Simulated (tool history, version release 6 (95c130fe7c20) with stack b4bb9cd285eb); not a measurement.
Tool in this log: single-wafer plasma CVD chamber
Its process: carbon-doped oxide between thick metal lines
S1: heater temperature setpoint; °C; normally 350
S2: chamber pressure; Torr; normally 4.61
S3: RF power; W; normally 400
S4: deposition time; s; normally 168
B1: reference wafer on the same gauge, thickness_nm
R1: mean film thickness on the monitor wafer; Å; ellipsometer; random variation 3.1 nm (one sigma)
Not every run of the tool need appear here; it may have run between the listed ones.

run 1 hour=0 | S1=341 S2=4.28 S3=400 S4=168 | B1=589.143 | R1=7059.58
run 2 hour=41 | S1=341 S2=4.28 S3=400 S4=168 | B1=588.444 | R1=7151.37
-- hour=108.2 showerhead replaced
run 3 hour=108.7 | S1=341 S2=4.28 S3=400 S4=168 | B1=585.731 | R1=7073.38
-- hour=125 thermocouple changed; heater temperature recalibrated
run 4 hour=130.9 | S1=344 S2=4.61 S3=400 S4=168 | B1=586.831 | R1=7138.84
run 5 hour=183 | S1=344 S2=4.61 S3=400 S4=168 | B1=583.622 | R1=7137.07
-- hour=210.8 capacitance manometer re-zeroed and calibrated
run 6 hour=236.3 | S1=356 S2=3.72 S3=400 S4=168 | B1=582.807 | R1=6592.09
run 7 hour=261.1 | S1=356 S2=3.72 S3=400 S4=168 | B1=583.41 | R1=6579.49
run 8 hour=327.7 | S1=350 S2=4.61 S3=400 S4=168 | B1=582.468 | R1=6944.74
run 9 hour=380.1 | S1=350 S2=4.61 S3=465 S4=153 | B1=580.906 | R1=6885.21
run 10 hour=442.1 | S1=350 S2=3.57 S3=400 S4=155 | B1=579.641 | R1=6098.13
-- hour=457.2 RF generator calibrated
run 11 hour=513.4 | S1=339 S2=4.61 S3=340 S4=168 | B1=578.001 | R1=6520.25
-- hour=545.2 gauge calibrated
run 12 hour=572.5 | S1=350 S2=4.07 S3=400 S4=168 | B1=606.394 | R1=7056.01
run 13 hour=643.5 | S1=350 S2=3.89 S3=400 S4=168 | B1=606.027 | R1=6969.46
run 14 hour=690.6 | S1=350 S2=5.12 S3=400 S4=168 | B1=604.386 | R1=7394.74
run 15 hour=746.3 | S1=350 S2=4.61 S3=335 S4=152 | B1=603.463 | R1=5909.88
run 16 hour=785.3 | S1=363 S2=4.61 S3=400 S4=181 | B1=602.906 | R1=7536.42
run 17 hour=826.3 | S1=337 S2=4.61 S3=435 S4=168 | B1=601.463 | R1=7854.93
run 18 hour=881.4 | S1=350 S2=4.61 S3=435 S4=168 | B1=600.711 | R1=7558.14
run 19 hour=922.4 | S1=350 S2=4.61 S3=445 S4=168 | B1=600.286 | R1=7592.27
run 20 hour=972.5 | S1=350 S2=4.61 S3=400 S4=168 | B1=598.048 | R1=7179.37
-- hour=1004.9 capacitance manometer re-zeroed and calibrated
run 21 hour=1035.5 | S1=350 S2=4.61 S3=465 S4=153 | B1=598.339 | R1=7038.41
run 22 hour=1062.2 | S1=360 S2=4.61 S3=400 S4=168 | B1=596.686 | R1=7006.81
run 23 hour=1131.6 | S1=350 S2=3.99 S3=475 S4=168 | B1=595.572 | R1=7644.53
run 24 hour=1187.2 | S1=361 S2=5.65 S3=400 S4=168 | B1=595.561 | R1=7128.78
run 25 hour=1212 | S1=361 S2=3.57 S3=330 S4=168 | B1=594.746 | R1=5889.75
run 26 hour=1258.4 | S1=350 S2=4.61 S3=400 S4=168 | B1=593.197 | R1=7106.29
-- hour=1305.9 RF generator calibrated
run 27 hour=1325.8 | S1=350 S2=4.61 S3=400 S4=168 | B1=590.999 | R1=7091.31

Predict each of these 5 candidate next runs independently; none follows another, all start after run 27:
run A hour=1326.2 | S1=350 S2=4.61 S3=360 S4=168 | B1=? | R1=?
run B hour=1326.2 | S1=350 S2=4.61 S3=425 S4=168 | B1=? | R1=?
run C hour=1326.2 | S1=345 S2=4.61 S3=430 S4=136 | B1=? | R1=?
run D hour=1326.2 | S1=358 S2=4.98 S3=435 S4=168 | B1=? | R1=?
run E hour=1326.2 | S1=350 S2=3.54 S3=400 S4=168 | B1=? | R1=?

run=A B1=593.698 R1=6651.21
run=B B1=593.698 R1=7301.87
run=C B1=593.698 R1=6044.67
run=D B1=593.698 R1=7355.91
run=E B1=593.698 R1=6702.49
Take away the tool's hidden state, keep each run's random variation, and the runs would have read:
run=A R1=6830.02
run=B R1=7498.17
run=C R1=6207.17
run=D R1=7553.67
run=E R1=6882.68
